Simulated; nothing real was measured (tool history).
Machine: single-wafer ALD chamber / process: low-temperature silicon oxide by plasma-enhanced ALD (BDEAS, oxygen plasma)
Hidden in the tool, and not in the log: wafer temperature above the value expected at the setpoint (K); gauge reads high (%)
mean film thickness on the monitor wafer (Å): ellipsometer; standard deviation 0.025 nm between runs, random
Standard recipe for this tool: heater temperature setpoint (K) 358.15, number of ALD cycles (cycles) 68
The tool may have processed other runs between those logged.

run,day,heater temperature setpoint (K),number of ALD cycles (cycles),wafers since the last listed run,hours since the last thermocouple change,hours since the gauge calibration,"read-back reference wafer on the same gauge, thickness_nm",mean film thickness on the monitor wafer (Å)
1,0,364.15,68,0,1174.2,219.2,9.313,99.24
2,0.596,358.15,68,42,1188.5,233.5,9.326,100.63
3,1.312,358.15,68,51,1205.7,250.7,9.325,100.49
4,2.488,358.15,68,83,1233.9,278.9,9.337,100.79
5,2.921,358.15,68,30,1244.3,289.3,9.343,100.82
6,3.567,358.15,68,46,1259.8,304.8,9.346,100.64
7,4.208,358.15,68,45,1275.2,320.2,9.348,100.58
8,4.946,358.15,68,52,1292.9,337.9,9.361,100.62
9,5.504,358.15,68,39,1306.3,351.3,9.363,101.56
10,6.167,358.15,68,47,1322.2,367.2,9.368,101.2
11,6.775,358.15,58,43,1336.8,381.8,9.373,86.63
12,7.033,358.15,58,18,1343,388,9.372,86.39
13,7.779,358.15,68,53,1360.9,405.9,9.383,101.19
# day 8.179: gauge calibrated
14,8.238,358.15,73,32,1371.9,1.4,9.216,107.16
15,8.867,358.15,73,44,1387,16.5,9.217,106.41
16,9.2,358.15,68,23,1395,24.5,9.226,99.44
17,9.767,358.15,68,40,1408.6,38.1,9.226,99.85
18,10.271,358.15,68,35,1420.7,50.2,9.228,99.35
19,10.842,358.15,68,40,1434.4,63.9,9.235,99.63
20,11.508,358.15,68,47,1450.4,79.9,9.244,100.08
21,11.762,358.15,68,18,1456.5,86,9.243,99.57
22,12.104,350.15,78,24,1464.7,94.2,9.243,117.47
# day 12.792: thermocouple changed; heater temperature recalibrated
23,12.812,344.15,79,26,0.5,111.2,9.253,120.7
24,13.438,346.15,56,44,15.5,126.2,9.261,85.22
25,13.925,353.15,78,34,27.2,137.9,9.262,116.37
26,14.417,372.15,55,35,39,149.7,9.267,77.56
27,14.921,344.15,73,35,51.1,161.8,9.273,111.88
28,15.317,358.15,68,28,60.6,171.3,9.274,100.19
29,15.962,358.15,74,46,76.1,186.8,9.278,109.02
30,16.517,358.15,68,39,89.4,200.1,9.281,100.4
31,16.775,358.15,79,18,95.6,206.3,9.284,115.91

For run 32, what comes out?
32,17.112,369.15,58,24,103.7,214.4,?,?

{"run 32": {"read-back reference wafer on the same gauge, thickness_nm": 9.291, "mean film thickness on the monitor wafer (Å)": 82.58}}
Minus the tool's unlogged condition, the same run would have read mean film thickness on the monitor wafer (Å) 82.06.
